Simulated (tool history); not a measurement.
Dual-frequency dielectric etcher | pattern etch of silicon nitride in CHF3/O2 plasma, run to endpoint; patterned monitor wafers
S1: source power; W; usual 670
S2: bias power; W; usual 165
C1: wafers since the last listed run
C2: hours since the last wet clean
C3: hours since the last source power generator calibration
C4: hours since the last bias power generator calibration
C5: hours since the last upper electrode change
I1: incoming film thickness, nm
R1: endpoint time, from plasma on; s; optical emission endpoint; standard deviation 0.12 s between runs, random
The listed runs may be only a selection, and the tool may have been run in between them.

{"run": 1, "hour": 0.0, "S1": 760, "S2": 165, "C1": 0, "C2": 112.5, "C3": 4390.8, "C4": 2000.9, "C5": 3317.3, "I1": 61.3, "R1": 36.7}
{"run": 2, "hour": 17.9, "S1": 670, "S2": 165, "C1": 323, "C2": 130.4, "C3": 4408.7, "C4": 2018.8, "C5": 3335.2, "I1": 61.0, "R1": 38.7}
{"run": 3, "hour": 27.3, "S1": 670, "S2": 165, "C1": 169, "C2": 139.8, "C3": 4418.1, "C4": 2028.2, "C5": 3344.6, "I1": 61.8, "R1": 39.1}
{"run": 4, "hour": 39.5, "S1": 670, "S2": 165, "C1": 220, "C2": 152.0, "C3": 4430.3, "C4": 2040.4, "C5": 3356.8, "I1": 61.9, "R1": 39.3}
{"run": 5, "hour": 47.9, "S1": 540, "S2": 165, "C1": 151, "C2": 160.4, "C3": 4438.7, "C4": 2048.8, "C5": 3365.2, "I1": 61.6, "R1": 43.0}
{"run": 6, "hour": 60.2, "S1": 540, "S2": 165, "C1": 222, "C2": 172.7, "C3": 4451.0, "C4": 2061.1, "C5": 3377.5, "I1": 60.8, "R1": 42.4}
{"run": 7, "hour": 77.8, "S1": 670, "S2": 165, "C1": 317, "C2": 190.3, "C3": 4468.6, "C4": 2078.7, "C5": 3395.1, "I1": 61.5, "R1": 39.0}
{"run": 8, "hour": 86.2, "S1": 670, "S2": 165, "C1": 151, "C2": 198.7, "C3": 4477.0, "C4": 2087.1, "C5": 3403.5, "I1": 61.5, "R1": 39.1}
{"run": 9, "hour": 93.0, "S1": 670, "S2": 165, "C1": 122, "C2": 205.5, "C3": 4483.8, "C4": 2093.9, "C5": 3410.3, "I1": 61.3, "R1": 39.1}
{"run": 10, "hour": 101.7, "S1": 670, "S2": 165, "C1": 157, "C2": 214.2, "C3": 4492.5, "C4": 2102.6, "C5": 3419.0, "I1": 61.4, "R1": 39.2}
{"run": 11, "hour": 118.0, "S1": 670, "S2": 165, "C1": 294, "C2": 230.5, "C3": 4508.8, "C4": 2118.9, "C5": 3435.3, "I1": 60.8, "R1": 38.7}
{"run": 12, "hour": 125.5, "S1": 670, "S2": 165, "C1": 135, "C2": 238.0, "C3": 4516.3, "C4": 2126.4, "C5": 3442.8, "I1": 61.4, "R1": 39.2}
{"run": 13, "hour": 139.9, "S1": 670, "S2": 165, "C1": 260, "C2": 252.4, "C3": 4530.7, "C4": 2140.8, "C5": 3457.2, "I1": 62.0, "R1": 39.7}
{"hour": 169.1, "done": "upper electrode replaced"}
{"run": 14, "hour": 169.6, "S1": 670, "S2": 148, "C1": 102, "C2": 282.1, "C3": 4560.4, "C4": 2170.5, "C5": 0.5, "I1": 60.9, "R1": 40.0}
{"run": 15, "hour": 170.0, "S1": 670, "S2": 165, "C1": 7, "C2": 282.5, "C3": 4560.8, "C4": 2170.9, "C5": 0.9, "I1": 61.5, "R1": 39.6}
{"run": 16, "hour": 181.0, "S1": 510, "S2": 151, "C1": 198, "C2": 293.5, "C3": 4571.8, "C4": 2181.9, "C5": 11.9, "I1": 61.2, "R1": 45.4}
{"run": 17, "hour": 195.1, "S1": 670, "S2": 165, "C1": 254, "C2": 307.6, "C3": 4585.9, "C4": 2196.0, "C5": 26.0, "I1": 61.6, "R1": 39.5}

The next listed run, before its measurement:
{"hour": 208.9, "done": "bias power generator calibrated"}
{"run": 18, "hour": 209.4, "S1": 670, "S2": 165, "C1": 186, "C2": 321.9, "C3": 4600.2, "C4": 0.5, "C5": 40.3, "I1": 61.1, "R1": "?"}

{"run 18": {"R1": 39.4}}
Had the tool carried no hidden state, the very same run would have given R1 38.5 s.
